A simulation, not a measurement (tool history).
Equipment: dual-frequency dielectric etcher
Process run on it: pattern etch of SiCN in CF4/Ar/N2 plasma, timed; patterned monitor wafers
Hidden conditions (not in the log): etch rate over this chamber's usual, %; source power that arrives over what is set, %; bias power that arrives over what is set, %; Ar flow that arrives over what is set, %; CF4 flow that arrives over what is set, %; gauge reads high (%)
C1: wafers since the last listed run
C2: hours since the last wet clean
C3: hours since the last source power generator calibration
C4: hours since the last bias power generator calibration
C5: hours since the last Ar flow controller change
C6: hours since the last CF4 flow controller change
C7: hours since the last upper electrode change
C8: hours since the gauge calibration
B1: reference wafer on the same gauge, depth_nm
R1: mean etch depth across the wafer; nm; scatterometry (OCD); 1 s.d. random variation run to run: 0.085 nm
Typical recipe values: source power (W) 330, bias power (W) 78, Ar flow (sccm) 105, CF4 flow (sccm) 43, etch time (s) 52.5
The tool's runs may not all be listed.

run 1 hour=0 | source_power_(W)=330 bias_power_(W)=78 Ar_flow_(sccm)=105 CF4_flow_(sccm)=43 etch_time_(s)=52.5 | C1=0 C2=424.7 C3=3625.7 C4=3364.2 C5=4514.6 C6=3328.3 C7=3395.7 C8=205.7 | B1=32.31 | R1=33.47
run 2 hour=11.4 | source_power_(W)=330 bias_power_(W)=78 Ar_flow_(sccm)=105 CF4_flow_(sccm)=43 etch_time_(s)=52.5 | C1=189 C2=436.1 C3=3637.1 C4=3375.6 C5=4526 C6=3339.7 C7=3407.1 C8=217.1 | B1=32.29 | R1=33.59
run 3 hour=23.1 | source_power_(W)=330 bias_power_(W)=78 Ar_flow_(sccm)=105 CF4_flow_(sccm)=43 etch_time_(s)=52.5 | C1=194 C2=447.8 C3=3648.8 C4=3387.3 C5=4537.7 C6=3351.4 C7=3418.8 C8=228.8 | B1=32.32 | R1=33.54
run 4 hour=33 | source_power_(W)=330 bias_power_(W)=78 Ar_flow_(sccm)=105 CF4_flow_(sccm)=43 etch_time_(s)=52.5 | C1=164 C2=457.7 C3=3658.7 C4=3397.2 C5=4547.6 C6=3361.3 C7=3428.7 C8=238.7 | B1=32.3 | R1=33.4
run 5 hour=44.4 | source_power_(W)=290 bias_power_(W)=78 Ar_flow_(sccm)=105 CF4_flow_(sccm)=43 etch_time_(s)=52.5 | C1=189 C2=469.1 C3=3670.1 C4=3408.6 C5=4559 C6=3372.7 C7=3440.1 C8=250.1 | B1=32.3 | R1=30.39
run 6 hour=51.2 | source_power_(W)=290 bias_power_(W)=78 Ar_flow_(sccm)=105 CF4_flow_(sccm)=43 etch_time_(s)=52.5 | C1=113 C2=475.9 C3=3676.9 C4=3415.4 C5=4565.8 C6=3379.5 C7=3446.9 C8=256.9 | B1=32.31 | R1=30.32
run 7 hour=60.1 | source_power_(W)=330 bias_power_(W)=78 Ar_flow_(sccm)=105 CF4_flow_(sccm)=43 etch_time_(s)=52.5 | C1=148 C2=484.8 C3=3685.8 C4=3424.3 C5=4574.7 C6=3388.4 C7=3455.8 C8=265.8 | B1=32.3 | R1=33.42
run 8 hour=75.2 | source_power_(W)=330 bias_power_(W)=78 Ar_flow_(sccm)=105 CF4_flow_(sccm)=43 etch_time_(s)=52.5 | C1=251 C2=499.9 C3=3700.9 C4=3439.4 C5=4589.8 C6=3403.5 C7=3470.9 C8=280.9 | B1=32.29 | R1=33.31
-- hour=79 gauge calibrated
run 9 hour=87.7 | source_power_(W)=330 bias_power_(W)=78 Ar_flow_(sccm)=105 CF4_flow_(sccm)=43 etch_time_(s)=52.5 | C1=208 C2=512.4 C3=3713.4 C4=3451.9 C5=4602.3 C6=3416 C7=3483.4 C8=8.7 | B1=32.31 | R1=33.27
-- hour=103.6 bias power generator calibrated
-- hour=115.3 wet clean of the chamber
run 10 hour=115.8 | source_power_(W)=330 bias_power_(W)=78 Ar_flow_(sccm)=105 CF4_flow_(sccm)=43 etch_time_(s)=52.5 | C1=206 C2=0.5 C3=3741.5 C4=12.2 C5=4630.4 C6=3444.1 C7=3511.5 C8=36.8 | B1=32.29 | R1=32.41
-- hour=137.3 CF4 flow controller replaced
-- hour=141.3 upper electrode replaced
-- hour=141.6 Ar flow controller replaced
-- hour=144.2 source power generator calibrated
-- hour=163.1 wet clean of the chamber, repeated, since the last time left the tool worse
run 11 hour=163.6 | source_power_(W)=290 bias_power_(W)=88 Ar_flow_(sccm)=105 CF4_flow_(sccm)=43 etch_time_(s)=47 | C1=266 C2=0.5 C3=19.4 C4=60 C5=22 C6=26.3 C7=22.3 C8=84.6 | B1=32.31 | R1=28.45
run 12 hour=163.9 | source_power_(W)=270 bias_power_(W)=78 Ar_flow_(sccm)=90 CF4_flow_(sccm)=37 etch_time_(s)=52.5 | C1=4 C2=0.8 C3=19.7 C4=60.3 C5=22.3 C6=26.6 C7=22.6 C8=84.9 | B1=32.31 | R1=29.43
run 13 hour=164.2 | source_power_(W)=330 bias_power_(W)=78 Ar_flow_(sccm)=105 CF4_flow_(sccm)=43 etch_time_(s)=52.5 | C1=4 C2=1.1 C3=20 C4=60.6 C5=22.6 C6=26.9 C7=22.9 C8=85.2 | B1=32.3 | R1=34.29
run 14 hour=164.6 | source_power_(W)=380 bias_power_(W)=78 Ar_flow_(sccm)=105 CF4_flow_(sccm)=47 etch_time_(s)=64 | C1=6 C2=1.5 C3=20.4 C4=61 C5=23 C6=27.3 C7=23.3 C8=85.6 | B1=32.31 | R1=47.25
run 15 hour=175.9 | source_power_(W)=330 bias_power_(W)=78 Ar_flow_(sccm)=105 CF4_flow_(sccm)=43 etch_time_(s)=52.5 | C1=188 C2=12.8 C3=31.7 C4=72.3 C5=34.3 C6=38.6 C7=34.6 C8=96.9 | B1=32.31 | R1=34.19
run 16 hour=185.7 | source_power_(W)=330 bias_power_(W)=68 Ar_flow_(sccm)=105 CF4_flow_(sccm)=47 etch_time_(s)=44 | C1=163 C2=22.6 C3=41.5 C4=82.1 C5=44.1 C6=48.4 C7=44.4 C8=106.7 | B1=32.29 | R1=28.37
run 17 hour=199.7 | source_power_(W)=270 bias_power_(W)=78 Ar_flow_(sccm)=105 CF4_flow_(sccm)=47 etch_time_(s)=52.5 | C1=232 C2=36.6 C3=55.5 C4=96.1 C5=58.1 C6=62.4 C7=58.4 C8=120.7 | B1=32.3 | R1=29.83
run 18 hour=212.8 | source_power_(W)=350 bias_power_(W)=78 Ar_flow_(sccm)=129 CF4_flow_(sccm)=43 etch_time_(s)=52.5 | C1=217 C2=49.7 C3=68.6 C4=109.2 C5=71.2 C6=75.5 C7=71.5 C8=133.8 | B1=32.29 | R1=34.45
run 19 hour=225.3 | source_power_(W)=400 bias_power_(W)=61 Ar_flow_(sccm)=105 CF4_flow_(sccm)=43 etch_time_(s)=52.5 | C1=208 C2=62.2 C3=81.1 C4=121.7 C5=83.7 C6=88 C7=84 C8=146.3 | B1=32.31 | R1=37.85

4 options for the next run, each taken on its own from the tool as it stands now. Forecast them:
run A hour=225.7 | source_power_(W)=330 bias_power_(W)=78 Ar_flow_(sccm)=105 CF4_flow_(sccm)=43 etch_time_(s)=60 | C1=6 C2=62.6 C3=81.5 C4=122.1 C5=84.1 C6=88.4 C7=84.4 C8=146.7 | B1=? | R1=?
run B hour=225.7 | source_power_(W)=330 bias_power_(W)=78 Ar_flow_(sccm)=105 CF4_flow_(sccm)=43 etch_time_(s)=40.5 | C1=6 C2=62.6 C3=81.5 C4=122.1 C5=84.1 C6=88.4 C7=84.4 C8=146.7 | B1=? | R1=?
run C hour=225.7 | source_power_(W)=280 bias_power_(W)=78 Ar_flow_(sccm)=105 CF4_flow_(sccm)=49 etch_time_(s)=66.5 | C1=6 C2=62.6 C3=81.5 C4=122.1 C5=84.1 C6=88.4 C7=84.4 C8=146.7 | B1=? | R1=?
run D hour=225.7 | source_power_(W)=260 bias_power_(W)=78 Ar_flow_(sccm)=105 CF4_flow_(sccm)=43 etch_time_(s)=52.5 | C1=6 C2=62.6 C3=81.5 C4=122.1 C5=84.1 C6=88.4 C7=84.4 C8=146.7 | B1=? | R1=?

run=A B1=32.3 R1=38.96
run=B B1=32.3 R1=26.3
run=C B1=32.3 R1=39.06
run=D B1=32.3 R1=28.45
Without the tool's unlogged condition, the same runs would have read:
run=A R1=39.04
run=B R1=26.35
run=C R1=39.15
run=D R1=28.52
